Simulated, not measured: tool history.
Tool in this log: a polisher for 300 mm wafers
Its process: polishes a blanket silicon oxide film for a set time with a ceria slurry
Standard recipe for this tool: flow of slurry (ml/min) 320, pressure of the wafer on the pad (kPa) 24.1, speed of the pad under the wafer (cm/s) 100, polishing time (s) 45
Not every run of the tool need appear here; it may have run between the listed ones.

| run | hour | flow of slurry (ml/min) | pressure of the wafer on the pad (kPa) | speed of the pad under the wafer (cm/s) | polishing time (s) | incoming thickness of the incoming film, nm | film removed (angstrom) |
|---|---|---|---|---|---|---|---|
| 1 | 0.0 | 320 | 24.1 | 100 | 45 | 853.6 | 2119 |
| 2 | 84.5 | 320 | 24.1 | 100 | 45 | 855.7 | 2128 |
| 3 | 131.6 | 320 | 24.1 | 100 | 45 | 870.2 | 2096 |
| 4 | 209.4 | 320 | 24.1 | 100 | 45 | 875.3 | 2037 |
|  | 246.5 | worn pad replaced by a new one |
| 5 | 257.7 | 320 | 24.1 | 100 | 45 | 860.0 | 2072 |
| 6 | 297.6 | 320 | 24.1 | 100 | 45 | 857.6 | 2043 |
| 7 | 370.9 | 320 | 24.1 | 100 | 45 | 861.7 | 2032 |
| 8 | 465.1 | 320 | 24.1 | 100 | 45 | 854.1 | 1965 |
| 9 | 547.4 | 320 | 24.1 | 100 | 45 | 861.4 | 1934 |
|  | 683.1 | slurry nozzle cleaned |
| 10 | 774.3 | 320 | 24.1 | 100 | 45 | 854.8 | 1908 |
| 11 | 810.9 | 320 | 24.1 | 120 | 45 | 841.0 | 2296 |
|  | 859.7 | head pressure recalibrated |
| 12 | 908.1 | 420 | 24.1 | 100 | 29 | 868.1 | 1423 |
| 13 | 993.6 | 320 | 19.3 | 66 | 45 | 859.2 | 1158 |
|  | 1043.5 | worn pad replaced by a new one |
| 14 | 1077.5 | 320 | 24.1 | 116 | 45 | 863.4 | 2458 |
| 15 | 1124.8 | 410 | 24.1 | 100 | 35 | 857.6 | 1625 |
| 16 | 1184.9 | 320 | 24.1 | 100 | 45 | 861.0 | 2068 |
| 17 | 1224.5 | 320 | 24.1 | 100 | 45 | 853.9 | 2061 |
| 18 | 1327.2 | 225 | 24.1 | 118 | 45 | 856.6 | 2314 |
|  | 1385.9 | slurry nozzle cleaned |
| 19 | 1390.9 | 375 | 24.1 | 100 | 45 | 863.3 | 2039 |
| 20 | 1493.0 | 370 | 24.1 | 100 | 60 | 867.7 | 2702 |

Run 21 has not been measured yet. What should we expect?
| 21 | 1555.4 | 320 | 24.1 | 100 | 45 | 855.2 | ? |

Run 21 measured film removed (angstrom) 1958.
The same run, on a tool lacking any hidden state, would have yielded film removed (angstrom) 2112.
